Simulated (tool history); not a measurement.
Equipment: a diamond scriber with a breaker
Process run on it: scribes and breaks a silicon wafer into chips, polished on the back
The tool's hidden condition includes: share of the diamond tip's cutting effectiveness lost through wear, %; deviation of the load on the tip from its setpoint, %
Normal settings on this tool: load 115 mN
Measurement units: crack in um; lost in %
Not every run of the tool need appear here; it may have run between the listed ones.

run   hour  load  wafers since the last listed run  hours since the diamond tip was replaced  hours since the load on the tip was calibrated  incoming depth of the damage left on the back of the incoming wafer, um  crack   lost
  1    0.0   115                                 0                                     166.0                                           316.2                                                                     0.04  10.64   5.41
  2   13.0   115                                28                                     179.0                                           329.2                                                                     0.03  10.85   5.58
  3   30.2   115                                38                                     196.2                                           346.4                                                                     0.03  10.93   5.68
  4   38.3   115                                18                                     204.3                                           354.5                                                                     0.04  10.45   5.92
  5   56.2   115                                39                                     222.2                                           372.4                                                                     0.04  10.31   5.97
  6   62.8   115                                14                                     228.8                                           379.0                                                                     0.01  10.68   6.24
  7   69.2   115                                14                                     235.2                                           385.4                                                                     0.04  10.55   6.27
  8   79.1   115                                22                                     245.1                                           395.3                                                                     0.03  10.77   6.22
      88.2  -- diamond tip replaced by a new one
  9  124.1   115                                95                                      35.9                                           440.3                                                                     0.02  12.32   2.24
 10  138.5   115                                32                                      50.3                                           454.7                                                                     0.05  11.87   2.34
 11  155.4   115                                37                                      67.2                                           471.6                                                                     0.05  11.54   2.74
 12  172.2   115                                37                                      84.0                                           488.4                                                                     0.03  11.32   3.22
 13  182.5   115                                22                                      94.3                                           498.7                                                                     0.02  11.29   3.59
 14  192.1   133                                21                                     103.9                                           508.3                                                                     0.01  12.36   1.87
 15  203.4   133                                25                                     115.2                                           519.6                                                                     0.05  12.23   1.92
 16  216.9   133                                30                                     128.7                                           533.1                                                                     0.03  12.13   2.21
 17  230.0   115                                29                                     141.8                                           546.2                                                                     0.03  11.16   4.17
 18  244.0   115                                31                                     155.8                                           560.2                                                                     0.03  11.04   4.45
 19  275.0   115                                68                                     186.8                                           591.2                                                                     0.03  10.99   5.43
     283.1  -- load on the tip recalibrated
 20  284.4   115                                16                                     196.2                                             1.3                                                                     0.01  10.67   5.42
 21  297.8   133                                29                                     209.6                                            14.7                                                                     0.02  11.66   2.86
 22  305.5    87                                17                                     217.3                                            22.4                                                                     0.03   9.11  14.82
 23  320.9    83                                34                                     232.7                                            37.8                                                                     0.01   8.92  16.04
 24  332.5   115                                25                                     244.3                                            49.4                                                                     0.04  10.88   5.67
 25  346.5    86                                31                                     258.3                                            63.4                                                                     0.03   9.03  15.26
 26  361.6    91                                33                                     273.4                                            78.5                                                                     0.02   9.24  12.69
     366.7  -- diamond tip replaced by a new one
 27  371.9   115                                18                                       5.2                                            88.8                                                                     0.02  12.87   1.64
 28  381.2   105                                20                                      14.5                                            98.1                                                                     0.01  11.56   2.52

What does the tool deliver on the next run?
 29  397.5    98                                36                                      30.8                                           114.4                                                                     0.03      ?     ?

Run 29 gave crack 10.76 um, lost 4.32 %.
Had the tool carried no hidden state, the very same run would have given crack 11.43 um, lost 2.63 %.

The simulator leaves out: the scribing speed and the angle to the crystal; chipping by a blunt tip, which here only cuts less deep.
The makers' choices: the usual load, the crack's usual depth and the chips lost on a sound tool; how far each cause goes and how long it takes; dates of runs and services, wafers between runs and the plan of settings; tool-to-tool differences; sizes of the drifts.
